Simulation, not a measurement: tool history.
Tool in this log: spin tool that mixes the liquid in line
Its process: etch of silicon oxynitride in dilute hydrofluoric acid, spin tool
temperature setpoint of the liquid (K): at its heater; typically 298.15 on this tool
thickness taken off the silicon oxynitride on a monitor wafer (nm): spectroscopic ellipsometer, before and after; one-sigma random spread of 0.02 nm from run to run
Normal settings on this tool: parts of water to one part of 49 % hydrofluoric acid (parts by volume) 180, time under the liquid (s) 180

run    hour  temperature setpoint of the liquid (K)  parts of water to one part of 49 % hydrofluoric acid (parts by volume)  time under the liquid (s)  read-back film thickness of the silicon oxynitride reference wafer, read on the same gauge (nm)  thickness taken off the silicon oxynitride on a monitor wafer (nm)
  1       0                                  298.15                                                                     180                        180                                                                                           77.965                                                               2.871
  2    46.1                                  298.15                                                                     180                        180                                                                                           77.827                                                               2.875
  3    71.9                                  298.15                                                                     180                        180                                                                                           77.762                                                               2.888
  4    99.9                                  298.15                                                                     240                        180                                                                                           77.673                                                               2.063
  5     142                                  298.15                                                                     240                        180                                                                                           77.589                                                               2.037
  6   205.4                                  298.15                                                                     180                        110                                                                                           77.445                                                                1.76
  7   297.9                                  298.15                                                                     180                        110                                                                                           77.217                                                               1.732
  8     338                                  296.15                                                                     180                        180                                                                                           77.122                                                               2.599
  9     387                                  296.15                                                                     180                        180                                                                                           76.964                                                               2.558
 10   427.8                                  296.15                                                                     180                        180                                                                                           76.887                                                               2.598
 11   497.9                                  295.15                                                                     180                        180                                                                                           76.729                                                               2.471
      503.3  -- gauge calibrated
 12   562.7                                  295.15                                                                     180                        180                                                                                           79.851                                                               2.602
      598.4  -- thermometer replaced
 13     622                                  298.15                                                                     180                        255                                                                                           79.735                                                               4.211
 14   673.6                                  301.15                                                                     180                        150                                                                                           79.601                                                               2.751
 15   701.8                                  298.15                                                                     180                        180                                                                                           79.554                                                               2.929
      724.1  -- hydrofluoric acid flow meter replaced
 16   764.8                                  300.15                                                                     180                        180                                                                                           79.418                                                               3.178
 17   806.9                                  302.15                                                                     220                         85                                                                                            79.23                                                               1.298
 18   869.9                                  294.15                                                                     120                        115                                                                                           79.118                                                               2.435
 19   896.8                                  300.15                                                                     210                         75                                                                                           79.022                                                               1.104
 20   940.8                                  301.65                                                                     120                        290                                                                                           78.936                                                               8.742
 21   985.2                                  294.15                                                                     120                        115                                                                                           78.852                                                               2.442
 22  1050.6                                  298.15                                                                     145                        230                                                                                           78.651                                                               4.664
 23  1083.6                                  298.15                                                                     180                        180                                                                                           78.599                                                               2.926
 24    1121                                  300.65                                                                     255                        260                                                                                           78.488                                                               3.111
 25  1155.1                                  301.65                                                                     180                        180                                                                                            78.39                                                               3.377
 26  1200.6                                  302.15                                                                     230                        250                                                                                             78.3                                                                3.56

Here are 4 independent what-if runs from the current tool condition. What would each one return?
  A  1201.1                                  298.15                                                                     180                        150                                                                                                ?                                                                   ?
  B  1201.1                                  298.15                                                                     180                        220                                                                                                ?                                                                   ?
  C  1201.1                                  298.15                                                                     205                        180                                                                                                ?                                                                   ?
  D  1201.1                                  298.15                                                                     235                        180                                                                                                ?                                                                   ?

run  read-back film thickness of the silicon oxynitride reference wafer, read on the same gauge (nm)  thickness taken off the silicon oxynitride on a monitor wafer (nm)
  A                                                                                           78.314                                                               2.407
  B                                                                                           78.314                                                                3.53
  C                                                                                           78.314                                                               2.487
  D                                                                                           78.314                                                               2.121
Without the tool's hidden state the same runs would have given:
run  thickness taken off the silicon oxynitride on a monitor wafer (nm)
  A                                                               2.459
  B                                                               3.606
  C                                                               2.541
  D                                                               2.167

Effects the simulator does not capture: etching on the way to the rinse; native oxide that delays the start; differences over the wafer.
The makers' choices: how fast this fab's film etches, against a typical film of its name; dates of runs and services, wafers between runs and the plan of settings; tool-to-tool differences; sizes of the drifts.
